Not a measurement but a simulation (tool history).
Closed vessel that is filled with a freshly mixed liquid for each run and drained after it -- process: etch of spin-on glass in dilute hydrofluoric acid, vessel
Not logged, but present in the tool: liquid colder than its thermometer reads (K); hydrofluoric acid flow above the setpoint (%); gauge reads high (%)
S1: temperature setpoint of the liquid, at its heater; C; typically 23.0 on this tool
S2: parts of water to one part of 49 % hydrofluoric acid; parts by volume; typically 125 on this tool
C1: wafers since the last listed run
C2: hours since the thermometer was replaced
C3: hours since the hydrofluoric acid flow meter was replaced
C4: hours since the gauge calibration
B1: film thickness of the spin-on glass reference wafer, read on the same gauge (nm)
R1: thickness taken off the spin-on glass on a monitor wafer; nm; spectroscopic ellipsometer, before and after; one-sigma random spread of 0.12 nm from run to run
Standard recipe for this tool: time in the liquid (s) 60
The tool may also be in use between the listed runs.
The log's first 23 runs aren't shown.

run 24 hour=1889.7 | S1=23.0 S2=125 time_in_the_liquid_(s)=35 | C1=8186 C2=976.9 C3=212.9 C4=1573.7 | B1=127.89 | R1=9.64
run 25 hour=1942.5 | S1=24.5 S2=125 time_in_the_liquid_(s)=70 | C1=7623 C2=1029.7 C3=265.7 C4=1626.5 | B1=127.95 | R1=20.35
run 26 hour=1980.7 | S1=23.0 S2=95 time_in_the_liquid_(s)=60 | C1=5515 C2=1067.9 C3=303.9 C4=1664.7 | B1=128.05 | R1=23.00
run 27 hour=2130.9 | S1=20.5 S2=160 time_in_the_liquid_(s)=90 | C1=21685 C2=1218.1 C3=454.1 C4=1814.9 | B1=128.27 | R1=16.93
run 28 hour=2177.0 | S1=23.0 S2=125 time_in_the_liquid_(s)=60 | C1=6655 C2=1264.2 C3=500.2 C4=1861.0 | B1=128.37 | R1=16.57
run 29 hour=2263.1 | S1=23.0 S2=125 time_in_the_liquid_(s)=60 | C1=12431 C2=1350.3 C3=586.3 C4=1947.1 | B1=128.49 | R1=16.57
run 30 hour=2313.7 | S1=23.0 S2=125 time_in_the_liquid_(s)=60 | C1=7305 C2=1400.9 C3=636.9 C4=1997.7 | B1=128.55 | R1=16.59
run 31 hour=2380.5 | S1=26.0 S2=125 time_in_the_liquid_(s)=60 | C1=9644 C2=1467.7 C3=703.7 C4=2064.5 | B1=128.62 | R1=18.68
run 32 hour=2458.6 | S1=19.5 S2=125 time_in_the_liquid_(s)=35 | C1=11276 C2=1545.8 C3=781.8 C4=2142.6 | B1=128.70 | R1=8.52

Below are 5 alternative next runs, each starting from the tool's condition after run 32. Predict each:
run A hour=2459.3 | S1=23.0 S2=125 time_in_the_liquid_(s)=75 | C1=101 C2=1546.5 C3=782.5 C4=2143.3 | B1=? | R1=?
run B hour=2459.3 | S1=26.0 S2=80 time_in_the_liquid_(s)=35 | C1=101 C2=1546.5 C3=782.5 C4=2143.3 | B1=? | R1=?
run C hour=2459.3 | S1=24.5 S2=80 time_in_the_liquid_(s)=35 | C1=101 C2=1546.5 C3=782.5 C4=2143.3 | B1=? | R1=?
run D hour=2459.3 | S1=20.0 S2=165 time_in_the_liquid_(s)=60 | C1=101 C2=1546.5 C3=782.5 C4=2143.3 | B1=? | R1=?
run E hour=2459.3 | S1=25.5 S2=185 time_in_the_liquid_(s)=80 | C1=101 C2=1546.5 C3=782.5 C4=2143.3 | B1=? | R1=?

run=A B1=128.75 R1=20.85
run=B B1=128.75 R1=18.09
run=C B1=128.75 R1=17.04
run=D B1=128.75 R1=10.75
run=E B1=128.75 R1=15.43
With the hidden condition removed and each run's random variation left untouched, the same runs would have given:
run=A R1=19.43
run=B R1=16.86
run=C R1=15.89
run=D R1=10.02
run=E R1=14.38
